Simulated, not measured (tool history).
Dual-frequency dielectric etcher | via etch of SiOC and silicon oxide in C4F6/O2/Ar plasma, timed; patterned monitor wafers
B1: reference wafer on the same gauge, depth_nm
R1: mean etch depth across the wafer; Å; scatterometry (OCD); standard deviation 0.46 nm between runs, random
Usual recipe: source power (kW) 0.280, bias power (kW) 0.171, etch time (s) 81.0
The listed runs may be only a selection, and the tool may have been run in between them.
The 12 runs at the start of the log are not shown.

Run 13, hour 894.0: usual settings but etch time (s) 63.0; B1 81.5. Result: R1 674 Å.
Run 14, hour 979.6: usual settings but bias power (kW) 0.210; B1 81.6. Result: R1 897 Å.
Run 15, hour 1036.4: usual settings but source power (kW) 0.230, etch time (s) 73.5; B1 81.6. Result: R1 735 Å.
Run 16, hour 1096.4: usual settings but source power (kW) 0.340, etch time (s) 58.0; B1 81.5. Result: R1 660 Å.
Run 17, hour 1153.2: usual settings; B1 81.7. Result: R1 860 Å.
At hour 1186.4: source power generator calibrated.
Run 18, hour 1202.1: usual settings but bias power (kW) 0.184, etch time (s) 74.0; B1 81.6. Result: R1 791 Å.
At hour 1261.6: bias power generator calibrated.
At hour 1264.2: wet clean of the chamber.
Run 19, hour 1285.8: usual settings but source power (kW) 0.350, bias power (kW) 0.131; B1 81.6. Result: R1 879 Å.
Run 20, hour 1383.7: usual settings but bias power (kW) 0.196, etch time (s) 101.0; B1 81.6. Result: R1 1111 Å.
At hour 1408.4: upper electrode replaced.
Run 21, hour 1445.5: usual settings; B1 81.7. Result: R1 862 Å.
Run 22, hour 1526.6: usual settings but source power (kW) 0.330, bias power (kW) 0.187; B1 81.7. Result: R1 928 Å.
At hour 1566.8: gauge calibrated.
Run 23, hour 1630.0: usual settings but source power (kW) 0.320, bias power (kW) 0.213, etch time (s) 100.5; B1 79.1. Result: R1 1135 Å.
Run 24, hour 1730.4: usual settings but bias power (kW) 0.130; B1 79.4. Result: R1 800 Å.
Run 25, hour 1807.6: usual settings but source power (kW) 0.230, bias power (kW) 0.131, etch time (s) 58.5; B1 79.5. Result: R1 541 Å.
At hour 1854.7: wet clean of the chamber.
Run 26, hour 1873.8: usual settings but source power (kW) 0.260, bias power (kW) 0.160, etch time (s) 101.5; B1 79.5. Result: R1 1018 Å.
Run 27, hour 1914.8: usual settings but source power (kW) 0.310; B1 79.8. Result: R1 871 Å.
Run 28, hour 2009.1: usual settings but source power (kW) 0.330, etch time (s) 69.5; B1 79.7. Result: R1 767 Å.
Run 29, hour 2101.3: usual settings but source power (kW) 0.260, bias power (kW) 0.210, etch time (s) 92.0; B1 79.9. Result: R1 978 Å.
Run 30, hour 2208.5: usual settings; B1 80.1. Result: R1 842 Å.

Predict each of these 3 candidate next runs independently; none follows another, all start after run 30:
Run A, hour 2208.9: usual settings but etch time (s) 69.0; B1 ?. Result: R1 ?.
Run B, hour 2208.9: usual settings but source power (kW) 0.220, bias power (kW) 0.193, etch time (s) 66.0; B1 ?. Result: R1 ?.
Run C, hour 2208.9: usual settings but source power (kW) 0.250, bias power (kW) 0.160, etch time (s) 60.5; B1 ?. Result: R1 ?.

run    B1   R1
  A  80.1  720
  B  80.1  657
  C  80.1  601
Had the tool no hidden state, the same runs would have come out as:
run   R1
  A  715
  B  652
  C  596
